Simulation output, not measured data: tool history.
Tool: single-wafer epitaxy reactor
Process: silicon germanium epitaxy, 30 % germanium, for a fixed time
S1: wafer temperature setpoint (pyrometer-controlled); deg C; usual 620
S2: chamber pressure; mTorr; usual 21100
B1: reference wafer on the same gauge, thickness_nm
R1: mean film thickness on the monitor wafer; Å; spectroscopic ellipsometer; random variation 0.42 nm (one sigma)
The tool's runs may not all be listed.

run	day	S1	S2	B1	R1
1	0.000	620	21100	98.567	857.56
2	3.688	620	21100	98.307	868.99
3	6.312	620	21100	98.347	864.28
4	8.842	620	21100	98.351	865.54
5	12.167	620	21100	98.250	860.78
6	16.421	620	21100	98.514	857.09
7	18.917	620	21100	98.117	864.40
8	20.900	620	21100	98.180	859.09
9	23.396	620	21100	98.332	855.30
10	26.942	620	21100	98.256	852.29
11	30.975	620	21100	98.479	843.15
12	34.050	620	21100	98.223	845.91
13	38.088	608	23500	98.288	713.74
14	39.608	608	23100	98.532	706.75
15	42.979	620	21100	98.296	872.83
16	45.408	620	24100	98.350	921.46
17	49.371	613	18800	98.226	724.97
18	51.883	620	21100	98.102	861.30
19	54.688	620	21100	98.281	863.55
20	57.725	625	21100	98.247	968.48
21	59.812	615	23100	98.384	808.45
22	63.446	620	21100	98.226	861.05
23	67.192	634	17900	98.120	1075.27
24	70.242	620	16100	98.299	789.38

Taken out of this log: 4 entries between the listed runs. Where each belongs, and how the hidden state differs across it:
Between runs 12 and 13: capacitance manometer re-zeroed and calibrated (day 37.833)
  true pressure above the setpoint (%): -6.17 -> 0.957
  measured less the result without the state, R1: -22.83 -> +2.83 Å
Between runs 16 and 17: showerhead replaced, of another model than before (day 47.421)
  true pressure above the setpoint (%): 0.719 -> 0.404
  measured less the result without the state, R1: +2.75 -> +0.96 Å
Between runs 18 and 19: pyrometer calibrated (day 52.946)
  true pressure above the setpoint (%): 0.137 -> -0.224
  measured less the result without the state, R1: +0.39 -> -0.64 Å
Between runs 19 and 20: gauge calibrated (day 55.521)
  true pressure above the setpoint (%): -0.224 -> -0.687
  measured less the result without the state, R1: -0.64 -> -2.21 Å
